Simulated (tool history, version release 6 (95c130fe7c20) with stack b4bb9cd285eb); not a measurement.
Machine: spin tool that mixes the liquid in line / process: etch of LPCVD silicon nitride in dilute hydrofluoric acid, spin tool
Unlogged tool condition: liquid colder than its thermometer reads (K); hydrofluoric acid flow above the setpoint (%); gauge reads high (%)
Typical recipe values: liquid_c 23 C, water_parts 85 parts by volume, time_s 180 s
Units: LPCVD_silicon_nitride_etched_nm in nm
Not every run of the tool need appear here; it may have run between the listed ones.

run	hour	liquid_c	water_parts	time_s	wafers since the last listed run	hours since the thermometer was replaced	hours since the hydrofluoric acid flow meter was replaced	hours since the gauge calibration	read-back film thickness of the LPCVD silicon nitride reference wafer, read on the same gauge (nm)	LPCVD_silicon_nitride_etched_nm
1	0	19	85	180	0	793.6	1182.1	289.1	59.961	0.697
2	17.9	23	85	180	169	811.5	1200	307	60.003	0.948
3	41.8	23	85	180	226	835.4	1223.9	330.9	60.036	0.907
4	74	23	65	180	305	867.6	1256.1	363.1	59.987	1.182
5	92	23	85	180	170	885.6	1274.1	381.1	60.023	0.917
6	127.4	19.5	85	180	336	921	1309.5	416.5	59.978	0.728
7	161.9	19.5	85	180	327	955.5	1344	451	60.034	0.717
8	178.1	23	85	180	153	971.7	1360.2	467.2	60.02	0.867
9	190.5	23	85	180	117	984.1	1372.6	479.6	59.972	0.896
10	271.5	23	85	180	769	1065.1	1453.6	560.6	60.03	0.901
# hour 284.4: hydrofluoric acid flow meter replaced
11	288.9	23	85	180	155	1082.5	4.5	578	59.995	0.907
12	304.6	26	85	180	149	1098.2	20.2	593.7	59.985	1.088
13	328.1	26	85	180	223	1121.7	43.7	617.2	60.035	1.089
14	345.5	23	85	180	165	1139.1	61.1	634.6	60.009	0.892
15	361.9	20.5	85	105	155	1155.5	77.5	651	60.01	0.45
16	376.9	26	65	180	142	1170.5	92.5	666	60	1.411
17	410.6	28	70	90	319	1204.2	126.2	699.7	59.998	0.732
18	438.9	21	95	100	268	1232.5	154.5	728	60.057	0.386

For run 19, what comes out?
19	461.3	23	115	180	212	1254.9	176.9	750.4	?	?

read-back film thickness of the LPCVD silicon nitride reference wafer, read on the same gauge (nm): 59.991
LPCVD_silicon_nitride_etched_nm: 0.669 nm
If the tool had no hidden condition, the same run with the same run-to-run variation would have returned LPCVD_silicon_nitride_etched_nm 0.776 nm.

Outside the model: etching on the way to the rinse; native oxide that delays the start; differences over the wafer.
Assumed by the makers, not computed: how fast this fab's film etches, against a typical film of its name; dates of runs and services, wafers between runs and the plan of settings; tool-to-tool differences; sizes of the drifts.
